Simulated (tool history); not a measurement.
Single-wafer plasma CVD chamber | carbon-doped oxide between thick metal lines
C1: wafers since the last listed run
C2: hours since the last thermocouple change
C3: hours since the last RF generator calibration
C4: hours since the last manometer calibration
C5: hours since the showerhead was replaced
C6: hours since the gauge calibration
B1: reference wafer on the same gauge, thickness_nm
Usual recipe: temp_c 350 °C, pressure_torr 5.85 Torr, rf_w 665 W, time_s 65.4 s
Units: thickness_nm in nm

{"run": 1, "hour": 0.0, "temp_c": 350, "pressure_torr": 5.85, "rf_w": 665, "time_s": 65.4, "C1": 0, "C2": 1351.8, "C3": 455.1, "C4": 1305.1, "C5": 3112.3, "C6": 1248.9, "B1": 307.212, "thickness_nm": 364.827}
{"run": 2, "hour": 52.1, "temp_c": 350, "pressure_torr": 5.85, "rf_w": 665, "time_s": 65.4, "C1": 749, "C2": 1403.9, "C3": 507.2, "C4": 1357.2, "C5": 3164.4, "C6": 1301, "B1": 306.786, "thickness_nm": 365.606}
{"hour": 67.3, "done": "capacitance manometer re-zeroed and calibrated"}
{"run": 3, "hour": 151.6, "temp_c": 350, "pressure_torr": 5.85, "rf_w": 665, "time_s": 58.2, "C1": 1315, "C2": 1503.4, "C3": 606.7, "C4": 84.3, "C5": 3263.9, "C6": 1400.5, "B1": 306.947, "thickness_nm": 323.67}
{"hour": 166.0, "done": "showerhead replaced"}
{"run": 4, "hour": 286.7, "temp_c": 350, "pressure_torr": 5.85, "rf_w": 665, "time_s": 65.4, "C1": 1827, "C2": 1638.5, "C3": 741.8, "C4": 219.4, "C5": 120.7, "C6": 1535.6, "B1": 306.718, "thickness_nm": 363.878}
{"run": 5, "hour": 352.9, "temp_c": 350, "pressure_torr": 5.85, "rf_w": 665, "time_s": 65.4, "C1": 951, "C2": 1704.7, "C3": 808, "C4": 285.6, "C5": 186.9, "C6": 1601.8, "B1": 306.952, "thickness_nm": 363.462}
{"hour": 421.4, "done": "gauge calibrated"}
{"run": 6, "hour": 499.7, "temp_c": 350, "pressure_torr": 5.85, "rf_w": 665, "time_s": 56.9, "C1": 2110, "C2": 1851.5, "C3": 954.8, "C4": 432.4, "C5": 333.7, "C6": 78.3, "B1": 306.916, "thickness_nm": 314.861}
{"run": 7, "hour": 553.1, "temp_c": 350, "pressure_torr": 5.85, "rf_w": 665, "time_s": 56.9, "C1": 767, "C2": 1904.9, "C3": 1008.2, "C4": 485.8, "C5": 387.1, "C6": 131.7, "B1": 306.751, "thickness_nm": 314.548}
{"run": 8, "hour": 628.1, "temp_c": 350, "pressure_torr": 5.85, "rf_w": 665, "time_s": 56.9, "C1": 1078, "C2": 1979.9, "C3": 1083.2, "C4": 560.8, "C5": 462.1, "C6": 206.7, "B1": 307.159, "thickness_nm": 312.365}
{"run": 9, "hour": 664.6, "temp_c": 350, "pressure_torr": 5.12, "rf_w": 665, "time_s": 65.4, "C1": 524, "C2": 2016.4, "C3": 1119.7, "C4": 597.3, "C5": 498.6, "C6": 243.2, "B1": 306.93, "thickness_nm": 354.016}
{"run": 10, "hour": 772.2, "temp_c": 356, "pressure_torr": 6.65, "rf_w": 665, "time_s": 75.1, "C1": 1547, "C2": 2124, "C3": 1227.3, "C4": 704.9, "C5": 606.2, "C6": 350.8, "B1": 306.901, "thickness_nm": 412.66}
{"hour": 839.2, "done": "RF generator calibrated"}
{"run": 11, "hour": 843.7, "temp_c": 339, "pressure_torr": 4.45, "rf_w": 765, "time_s": 76, "C1": 913, "C2": 2195.5, "C3": 4.5, "C4": 776.4, "C5": 677.7, "C6": 422.3, "B1": 307.144, "thickness_nm": 459.389}
{"run": 12, "hour": 934.2, "temp_c": 345, "pressure_torr": 6.82, "rf_w": 665, "time_s": 65.4, "C1": 1301, "C2": 2286, "C3": 95, "C4": 866.9, "C5": 768.2, "C6": 512.8, "B1": 307.473, "thickness_nm": 381.73}
{"run": 13, "hour": 995.8, "temp_c": 340, "pressure_torr": 7.19, "rf_w": 760, "time_s": 60.8, "C1": 885, "C2": 2347.6, "C3": 156.6, "C4": 928.5, "C5": 829.8, "C6": 574.4, "B1": 306.91, "thickness_nm": 386.953}
{"run": 14, "hour": 1037.5, "temp_c": 350, "pressure_torr": 6.88, "rf_w": 665, "time_s": 74.6, "C1": 599, "C2": 2389.3, "C3": 198.3, "C4": 970.2, "C5": 871.5, "C6": 616.1, "B1": 306.955, "thickness_nm": 428.085}
{"run": 15, "hour": 1098.9, "temp_c": 350, "pressure_torr": 6.78, "rf_w": 665, "time_s": 65.4, "C1": 882, "C2": 2450.7, "C3": 259.7, "C4": 1031.6, "C5": 932.9, "C6": 677.5, "B1": 306.944, "thickness_nm": 375.388}
{"run": 16, "hour": 1171.6, "temp_c": 340, "pressure_torr": 4.47, "rf_w": 590, "time_s": 76.4, "C1": 1045, "C2": 2523.4, "C3": 332.4, "C4": 1104.3, "C5": 1005.6, "C6": 750.2, "B1": 306.995, "thickness_nm": 400.315}
{"run": 17, "hour": 1213.1, "temp_c": 350, "pressure_torr": 5.85, "rf_w": 665, "time_s": 65.4, "C1": 596, "C2": 2564.9, "C3": 373.9, "C4": 1145.8, "C5": 1047.1, "C6": 791.7, "B1": 306.945, "thickness_nm": 366.538}
{"hour": 1275.6, "done": "thermocouple changed; heater temperature recalibrated"}
{"run": 18, "hour": 1309.6, "temp_c": 350, "pressure_torr": 5.17, "rf_w": 665, "time_s": 78.3, "C1": 1272, "C2": 34, "C3": 470.4, "C4": 1242.3, "C5": 1143.6, "C6": 888.2, "B1": 306.585, "thickness_nm": 433.001}

Estimate the outcome of run 19 from the log above:
{"hour": 1324.6, "done": "capacitance manometer re-zeroed and calibrated"}
{"run": 19, "hour": 1368.5, "temp_c": 350, "pressure_torr": 5.85, "rf_w": 665, "time_s": 65.4, "C1": 731, "C2": 92.9, "C3": 529.3, "C4": 43.9, "C5": 1202.5, "C6": 947.1, "B1": "?", "thickness_nm": "?"}

{"run 19": {"B1": 307.158, "thickness_nm": 367.049}}
Without the tool's hidden state the same run would have given thickness_nm 377.791 nm.
